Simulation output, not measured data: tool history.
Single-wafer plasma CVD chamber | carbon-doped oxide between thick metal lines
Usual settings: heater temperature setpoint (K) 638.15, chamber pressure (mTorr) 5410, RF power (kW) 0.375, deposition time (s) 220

run     day  heater temperature setpoint (K)  chamber pressure (mTorr)  RF power (kW)  deposition time (s)  read-back reference wafer on the same gauge, thickness_nm  mean film thickness on the monitor wafer (nm)
  1   0.000                           638.15                      5410          0.375                  220                                                    875.768                                        806.934
  2   1.129                           638.15                      5410          0.375                  229                                                    876.579                                        841.983
  3   2.162                           638.15                      5410          0.395                  220                                                    876.100                                        850.414
  4   3.450                           638.15                      5410          0.375                  220                                                    876.941                                        808.532
  5   4.717                           638.15                      5410          0.375                  220                                                    876.841                                        810.289
  6   5.346                           638.15                      5410          0.375                  220                                                    877.526                                        811.622
      6.304  -- showerhead replaced
      6.971  -- capacitance manometer re-zeroed and calibrated
  7   6.992                           643.15                      5410          0.330                  220                                                    878.121                                        707.654
  8   7.733                           643.15                      5410          0.330                  220                                                    878.435                                        708.289
  9   8.904                           648.15                      5410          0.375                  220                                                    879.343                                        795.009
 10  10.262                           638.15                      6460          0.375                  220                                                    879.569                                        828.342
 11  10.858                           638.15                      5410          0.375                  220                                                    880.795                                        812.191
     11.421  -- thermocouple changed; heater temperature recalibrated
 12  11.729                           644.15                      5410          0.375                  232                                                    879.999                                        847.936
 13  13.129                           642.15                      6460          0.375                  205                                                    880.600                                        768.142
 14  14.704                           638.15                      5410          0.375                  220                                                    881.852                                        813.199
 15  15.983                           643.15                      5410          0.375                  220                                                    882.654                                        806.063
 16  17.412                           638.15                      4790          0.305                  243                                                    884.185                                        719.146
 17  18.579                           638.15                      5410          0.375                  220                                                    884.134                                        818.487
 18  19.350                           646.15                      5410          0.375                  220                                                    885.060                                        806.079
 19  20.242                           638.15                      6590          0.425                  246                                                    884.770                                       1045.358
 20  21.179                           638.15                      5410          0.375                  220                                                    886.489                                        816.970
     22.183  -- gauge calibrated
     22.679  -- RF generator calibrated
 21  22.700                           638.15                      4830          0.375                  192                                                    875.512                                        695.850
 22  23.858                           650.15                      4160          0.335                  234                                                    875.183                                        728.551
 23  24.633                           638.15                      4280          0.375                  220                                                    875.027                                        786.461
 24  25.421                           638.15                      5410          0.375                  257                                                    875.411                                        944.619
 25  26.317                           638.15                      5410          0.375                  220                                                    874.537                                        809.827
 26  28.238                           632.15                      5880          0.375                  185                                                    874.580                                        694.948
 27  31.833                           651.15                      5780          0.310                  220                                                    875.601                                        655.498

Forecast each of these 5 alternatives for the next run:
  A  31.854                           638.15                      5410          0.375                  220                                                          ?                                              ?
  B  31.854                           629.15                      5410          0.375                  220                                                          ?                                              ?
  C  31.854                           630.15                      6250          0.415                  220                                                          ?                                              ?
  D  31.854                           624.15                      5010          0.375                  194                                                          ?                                              ?
  E  31.854                           623.15                      6520          0.375                  220                                                          ?                                              ?

run  read-back reference wafer on the same gauge, thickness_nm  mean film thickness on the monitor wafer (nm)
  A                                                    876.477                                        809.314
  B                                                    876.477                                        824.099
  C                                                    876.477                                        916.915
  D                                                    876.477                                        727.644
  E                                                    876.477                                        850.840
Without the tool's hidden state the same runs would have given:
run  mean film thickness on the monitor wafer (nm)
  A                                        808.620
  B                                        823.394
  C                                        916.130
  D                                        727.020
  E                                        850.111

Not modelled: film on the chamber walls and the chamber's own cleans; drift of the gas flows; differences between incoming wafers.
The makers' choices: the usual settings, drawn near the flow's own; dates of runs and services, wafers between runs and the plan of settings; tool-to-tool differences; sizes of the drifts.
